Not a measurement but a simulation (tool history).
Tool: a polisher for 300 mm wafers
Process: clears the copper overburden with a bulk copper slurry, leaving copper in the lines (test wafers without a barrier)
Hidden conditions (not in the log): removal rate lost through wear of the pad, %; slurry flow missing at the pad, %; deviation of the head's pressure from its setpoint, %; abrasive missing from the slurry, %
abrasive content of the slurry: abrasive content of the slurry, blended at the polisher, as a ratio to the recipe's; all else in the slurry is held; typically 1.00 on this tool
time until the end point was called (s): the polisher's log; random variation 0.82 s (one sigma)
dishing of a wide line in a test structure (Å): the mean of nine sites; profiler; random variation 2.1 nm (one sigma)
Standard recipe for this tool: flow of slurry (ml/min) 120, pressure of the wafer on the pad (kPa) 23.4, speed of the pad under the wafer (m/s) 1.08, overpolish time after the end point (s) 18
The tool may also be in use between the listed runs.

run,hour,flow of slurry (ml/min),pressure of the wafer on the pad (kPa),speed of the pad under the wafer (m/s),abrasive content of the slurry,overpolish time after the end point (s),wafers since the last listed run,wafers polished on this pad,hours since the slurry nozzle was cleaned,hours since the head pressure was calibrated,hours since the slurry blender was calibrated,"incoming thickness of the incoming film, nm",time until the end point was called (s),dishing of a wide line in a test structure (Å)
1,0.0,120,23.4,1.08,1.00,18,0,493,81.1,893.7,321.2,1337.1,105.7,845
2,36.5,120,23.4,1.08,1.00,18,196,690,117.6,930.2,357.7,1328.5,107.1,862
3,91.4,120,27.6,1.08,1.00,18,295,986,172.5,985.1,412.6,1315.8,90.8,933
# hour 102.0: slurry blender recalibrated
4,137.1,120,27.6,1.08,1.00,18,235,1221,218.2,1030.8,35.1,1341.5,92.1,953
5,207.2,120,27.6,1.08,1.00,18,377,1599,288.3,1100.9,105.2,1311.9,91.6,886
# hour 220.2: head pressure recalibrated
6,273.5,120,29.6,1.08,1.00,18,346,1946,354.6,53.3,171.5,1302.5,88.4,914
7,305.8,120,29.6,1.08,1.00,18,174,2120,386.9,85.6,203.8,1321.0,89.6,898
# hour 373.9: worn pad replaced by a new one
8,375.3,85,23.4,1.08,0.85,14,353,7,456.4,155.1,273.3,1330.7,120.5,735
9,425.2,105,23.4,1.08,1.25,18,268,276,506.3,205.0,323.2,1327.8,103.0,844
10,473.5,85,23.4,1.08,1.00,15,260,536,554.6,253.3,371.5,1319.2,119.1,755
# hour 523.3: slurry nozzle cleaned
11,523.8,145,23.4,1.42,1.00,11,265,802,0.5,303.6,421.8,1303.1,78.5,762
12,570.2,90,23.4,1.08,0.75,18,250,1052,46.9,350.0,468.2,1325.3,130.8,799
13,633.2,120,23.4,1.08,1.00,18,339,1392,109.9,413.0,531.2,1311.6,110.0,844
# hour 637.9: slurry blender recalibrated
14,704.4,120,23.4,1.08,1.00,15,373,1765,181.1,484.2,66.5,1334.2,112.4,758
15,738.6,120,23.4,0.76,1.00,18,184,1949,215.3,518.4,100.7,1314.9,155.2,701
16,790.7,120,23.4,1.08,1.00,18,280,2230,267.4,570.5,152.8,1310.2,111.0,884
17,860.7,120,23.4,0.88,1.00,18,377,2607,337.4,640.5,222.8,1309.6,134.7,773
# hour 871.0: worn pad replaced by a new one
18,906.2,120,23.4,1.08,1.00,18,223,189,382.9,686.0,268.3,1323.5,103.2,849
19,945.8,120,27.6,1.08,1.00,18,213,403,422.5,725.6,307.9,1316.2,88.4,891
20,989.8,120,23.4,1.18,1.10,21,237,640,466.5,769.6,351.9,1309.3,93.4,873
21,1036.6,140,23.4,1.08,1.00,18,252,892,513.3,816.4,398.7,1341.4,103.2,850
# hour 1059.6: slurry nozzle cleaned
22,1076.9,80,28.3,0.90,1.00,12,211,1104,17.3,856.7,439.0,1329.9,121.9,689
23,1146.6,120,18.6,0.92,1.00,18,375,1480,87.0,926.4,508.7,1301.1,158.2,714
# hour 1165.1: slurry blender recalibrated
24,1200.5,85,15.9,1.08,1.00,18,279,1759,140.9,980.3,35.4,1316.5,175.6,644
25,1225.9,95,16.5,0.84,0.70,18,136,1896,166.3,1005.7,60.8,1316.6,235.7,555
26,1280.1,120,23.4,1.32,1.00,18,292,2188,220.5,1059.9,115.0,1308.1,88.1,902
27,1325.4,120,23.4,1.08,1.00,18,244,2433,265.8,1105.2,160.3,1302.3,108.1,837
# hour 1350.0: worn pad replaced by a new one
28,1372.5,120,23.4,1.08,1.00,18,232,121,312.9,1152.3,207.4,1318.9,99.5,885

4 options for the next run, each taken on its own from the tool as it stands now. Forecast them:
A,1373.0,120,23.4,1.08,1.00,25,2,124,313.4,1152.8,207.9,1304.0,?,?
B,1373.0,120,23.4,1.22,1.00,18,2,124,313.4,1152.8,207.9,1304.0,?,?
C,1373.0,120,20.7,1.08,1.15,18,2,124,313.4,1152.8,207.9,1304.0,?,?
D,1373.0,135,20.0,1.08,1.00,18,2,124,313.4,1152.8,207.9,1304.0,?,?

run,time until the end point was called (s),dishing of a wide line in a test structure (Å)
A,99.5,969
B,88.1,925
C,108.4,852
D,113.7,834
What these runs would have given with no unlogged condition in the tool:
run,time until the end point was called (s),dishing of a wide line in a test structure (Å)
A,102.3,957
B,90.6,912
C,111.5,838
D,116.9,820

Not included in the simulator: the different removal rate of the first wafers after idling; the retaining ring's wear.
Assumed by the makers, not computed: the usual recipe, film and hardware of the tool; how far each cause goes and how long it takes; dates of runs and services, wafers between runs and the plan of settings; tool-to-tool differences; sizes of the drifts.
